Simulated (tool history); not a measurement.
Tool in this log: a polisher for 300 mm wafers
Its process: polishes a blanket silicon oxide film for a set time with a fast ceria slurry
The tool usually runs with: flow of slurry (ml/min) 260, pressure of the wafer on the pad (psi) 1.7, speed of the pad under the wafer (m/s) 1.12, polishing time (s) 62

run	hour	flow of slurry (ml/min)	pressure of the wafer on the pad (psi)	speed of the pad under the wafer (m/s)	polishing time (s)	wafers since the last listed run	wafers polished on this pad	hours since the slurry nozzle was cleaned	hours since the head pressure was calibrated	incoming thickness of the incoming film, nm	film removed (Å)
1	0	260	1.7	1.12	62	0	1185	30.2	599.3	2041.8	6148
2	68.5	260	1.7	1.12	62	697	1882	98.7	667.8	2037	6001
# hour 77.9: worn pad replaced by a new one
3	123	300	1.7	1.12	62	513	459	153.2	722.3	2030.3	6017
4	193.3	300	1.7	1.12	62	715	1174	223.5	792.6	2067.1	6034
5	238.3	300	1.7	1.12	62	457	1632	268.5	837.6	2088.9	5724
# hour 258.3: slurry nozzle cleaned
6	262.6	260	1.7	1.12	62	237	1869	4.3	861.9	2055.7	5838
# hour 267.8: worn pad replaced by a new one
7	309.7	260	1.7	1.12	62	438	426	51.4	909	2081.2	5988
8	346.7	260	1.7	1.12	62	376	802	88.4	946	2039	5911
9	413.2	260	1.7	1.12	62	676	1479	154.9	1012.5	2069.6	5799
# hour 423.6: head pressure recalibrated
10	440.6	260	1.7	1.12	62	258	1737	182.3	17	2100.1	6475
# hour 456: worn pad replaced by a new one
11	473.5	260	1.7	1.12	62	294	178	215.2	49.9	2057	6296
12	524.5	260	2.1	1.12	49	518	697	266.2	100.9	2042.5	5878
# hour 572: slurry nozzle cleaned
13	590.4	260	1.7	1.12	62	660	1357	18.4	166.8	2043.9	6447
14	619.8	260	2.1	1.12	62	299	1656	47.8	196.2	2055.4	7600
15	673.9	260	1.7	1.12	80	550	2207	101.9	250.3	2060.1	8082
# hour 695.3: worn pad replaced by a new one
16	711.9	260	1.7	1.38	56	345	169	139.9	288.3	2048.1	7044
17	749.6	180	1.4	0.8	53	383	552	177.6	326	2046.5	3133
18	820.2	260	1.7	1.12	62	718	1271	248.2	396.6	2065.5	6019
19	857.4	175	1.9	1.34	82	378	1649	285.4	433.8	2067.8	9968
# hour 868.7: slurry nozzle cleaned
20	897.5	320	1.4	1.26	74	397	2047	28.8	473.9	2044.2	7383
# hour 925.9: worn pad replaced by a new one
21	937.8	340	1.7	1.12	62	369	121	69.1	514.2	2044.7	6427
22	1053.3	260	1.7	1.12	62	1175	1296	184.6	629.7	2059.1	6132
23	1094.5	260	1.7	1.12	42	419	1715	225.8	670.9	2068.4	4124

Give the tool's hidden conditions for every run:
removal rate lost through wear of the pad, %: 0 at every run
H1: slurry flow missing at the pad, %
H2: deviation of the head's pressure from its setpoint, %
run	H1	H2
1	7.73	-4.19
2	11.5	-4.91
3	17.3	-5.54
4	28.6	-6.42
5	38	-7.03
6	0.859	-7.37
7	1.97	-8.06
8	4.17	-8.63
9	11	-9.71
10	15	1.17
11	20.5	1.16
12	30.9	1.09
13	2.51	0.946
14	3.34	0.857
15	6.77	0.657
16	10.7	0.488
17	15.8	0.296
18	28.5	-0.127
19	36.9	-0.383
20	2.88	-0.685
21	4.55	-1.01
22	17	-2.11
23	24.2	-2.55

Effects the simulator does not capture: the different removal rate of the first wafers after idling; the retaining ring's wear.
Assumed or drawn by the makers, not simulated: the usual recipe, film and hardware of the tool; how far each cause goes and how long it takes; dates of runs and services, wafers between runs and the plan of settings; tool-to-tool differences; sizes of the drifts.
